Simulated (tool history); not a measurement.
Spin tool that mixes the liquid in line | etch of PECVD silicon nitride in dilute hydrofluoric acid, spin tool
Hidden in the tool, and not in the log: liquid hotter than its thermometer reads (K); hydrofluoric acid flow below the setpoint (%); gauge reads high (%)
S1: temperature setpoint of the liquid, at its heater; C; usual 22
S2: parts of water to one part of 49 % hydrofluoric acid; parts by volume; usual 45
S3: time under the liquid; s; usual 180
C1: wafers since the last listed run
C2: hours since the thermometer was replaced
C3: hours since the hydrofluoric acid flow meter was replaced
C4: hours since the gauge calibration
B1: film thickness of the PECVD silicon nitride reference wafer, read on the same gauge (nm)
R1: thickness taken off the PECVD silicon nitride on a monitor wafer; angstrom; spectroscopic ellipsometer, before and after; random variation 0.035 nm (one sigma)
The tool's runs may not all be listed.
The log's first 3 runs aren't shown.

run,hour,S1,S2,S3,C1,C2,C3,C4,B1,R1
4,67.7,22,45,180,167,2215.6,1777.8,70.4,70.02,78.8
5,139.2,22,45,180,609,2287.1,1849.3,141.9,70,78.9
6,211.5,22,45,180,616,2359.4,1921.6,214.2,69.99,79
7,245.6,22,45,180,290,2393.5,1955.7,248.3,70.02,80
8,260.7,22,45,180,128,2408.6,1970.8,263.4,69.97,79.1
9,295.5,22,45,120,296,2443.4,2005.6,298.2,70,53.1
10,313.8,22,45,120,156,2461.7,2023.9,316.5,70,52.8
11,326.4,22,45,120,107,2474.3,2036.5,329.1,70.01,52.2
# hour 327.6: hydrofluoric acid flow meter replaced
12,356.6,22,55,180,248,2504.5,29,359.3,70.01,65.2
13,380.8,22,55,180,206,2528.7,53.2,383.5,70.01,65
14,410.3,22,55,180,251,2558.2,82.7,413,70.01,65.1
15,504.6,22,35,180,803,2652.5,177,507.3,70.01,101.5
16,539.6,22,35,180,298,2687.5,212,542.3,70.01,101.7
17,558.7,22,45,180,162,2706.6,231.1,561.4,70.01,78.7
18,591.8,22,55,180,282,2739.7,264.2,594.5,70.01,65
19,627,24.5,30,220,300,2774.9,299.4,629.7,70,170.2
20,712.7,22,65,285,730,2860.6,385.1,715.4,70,88
21,735.6,22,45,80,195,2883.5,408,738.3,70,35
22,748.3,22,45,285,108,2896.2,420.7,751,70.01,125.7
23,760.8,22,45,180,106,2908.7,433.2,763.5,70.03,79.3

Forecast run 24:
24,776.5,22,45,145,133,2924.4,448.9,779.2,?,?

{"run 24": {"B1": 69.98, "R1": 64.5}}
Without the tool's hidden state the same run would have given R1 64.5 angstrom.
